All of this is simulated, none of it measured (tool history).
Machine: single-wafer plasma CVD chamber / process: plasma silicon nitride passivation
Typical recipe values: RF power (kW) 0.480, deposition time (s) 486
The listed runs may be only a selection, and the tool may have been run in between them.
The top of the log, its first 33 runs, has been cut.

run,hour,RF power (kW),deposition time (s),"read-back reference wafer on the same gauge, thickness_nm",mean film thickness on the monitor wafer (angstrom)
34,2737.8,0.480,486,576.086,6983.68
35,2792.2,0.430,402,576.710,5580.35
36,2851.2,0.480,486,575.354,7026.69
37,2956.0,0.480,486,575.476,7012.46
38,3035.4,0.510,564,576.487,8360.16
39,3093.4,0.480,452,576.761,6487.30
40,3183.4,0.480,486,575.836,7026.65
41,3248.5,0.510,397,576.003,5888.22
42,3346.2,0.430,431,575.858,5879.74
43,3426.2,0.570,486,575.356,7497.07
44,3470.8,0.540,579,576.296,8752.39

Predict each of these 3 candidate next runs independently; none follows another, all start after run 44:
A,3471.3,0.480,397,?,?
B,3471.3,0.480,556,?,?
C,3471.3,0.480,573,?,?

run,"read-back reference wafer on the same gauge, thickness_nm",mean film thickness on the monitor wafer (angstrom)
A,576.640,5751.41
B,576.640,8054.87
C,576.640,8301.15
Had the tool no hidden state, the same runs would have come out as:
run,mean film thickness on the monitor wafer (angstrom)
A,5850.41
B,8193.52
C,8444.04

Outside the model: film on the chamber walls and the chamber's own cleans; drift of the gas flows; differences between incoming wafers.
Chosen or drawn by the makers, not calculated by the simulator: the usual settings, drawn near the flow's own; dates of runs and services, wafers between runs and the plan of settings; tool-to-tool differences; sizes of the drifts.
